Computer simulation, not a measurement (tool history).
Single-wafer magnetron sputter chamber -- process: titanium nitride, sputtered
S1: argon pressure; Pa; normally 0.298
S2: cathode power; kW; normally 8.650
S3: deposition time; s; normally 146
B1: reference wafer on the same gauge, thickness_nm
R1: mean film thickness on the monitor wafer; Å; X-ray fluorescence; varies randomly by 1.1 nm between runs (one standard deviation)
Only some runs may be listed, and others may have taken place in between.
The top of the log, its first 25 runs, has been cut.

run 26 hour=1866.6 | S1=0.298 S2=10.150 S3=127 | B1=297.580 | R1=2537.20
-- hour=1875.3 capacitance manometer re-zeroed and calibrated
run 27 hour=1942.9 | S1=0.357 S2=7.450 S3=173 | B1=298.030 | R1=2478.21
run 28 hour=2024.3 | S1=0.211 S2=6.900 S3=173 | B1=297.791 | R1=2416.67
run 29 hour=2119.5 | S1=0.298 S2=8.650 S3=146 | B1=298.573 | R1=2465.79
run 30 hour=2212.6 | S1=0.298 S2=10.050 S3=164 | B1=298.167 | R1=3190.59
run 31 hour=2283.1 | S1=0.298 S2=8.650 S3=146 | B1=298.313 | R1=2464.79
run 32 hour=2365.8 | S1=0.204 S2=7.000 S3=146 | B1=298.391 | R1=2058.41
run 33 hour=2439.7 | S1=0.298 S2=8.650 S3=146 | B1=297.828 | R1=2446.57
run 34 hour=2508.6 | S1=0.216 S2=8.650 S3=136 | B1=298.378 | R1=2331.82
run 35 hour=2550.8 | S1=0.298 S2=8.650 S3=146 | B1=298.146 | R1=2436.78

Consider 4 possible next runs. They are alternatives, not a sequence: every one starts from the tool as it was left by run 35. What does each give?
run A hour=2551.2 | S1=0.298 S2=8.650 S3=146 | B1=? | R1=?
run B hour=2551.2 | S1=0.298 S2=6.850 S3=169 | B1=? | R1=?
run C hour=2551.2 | S1=0.236 S2=9.750 S3=158 | B1=? | R1=?
run D hour=2551.2 | S1=0.377 S2=8.650 S3=158 | B1=? | R1=?

run=A B1=298.030 R1=2431.76
run=B B1=298.030 R1=2229.10
run=C B1=298.030 R1=3031.81
run=D B1=298.030 R1=2560.03
Without the tool's hidden state the same runs would have given:
run=A R1=2493.74
run=B R1=2285.91
run=C R1=3109.08
run=D R1=2625.27

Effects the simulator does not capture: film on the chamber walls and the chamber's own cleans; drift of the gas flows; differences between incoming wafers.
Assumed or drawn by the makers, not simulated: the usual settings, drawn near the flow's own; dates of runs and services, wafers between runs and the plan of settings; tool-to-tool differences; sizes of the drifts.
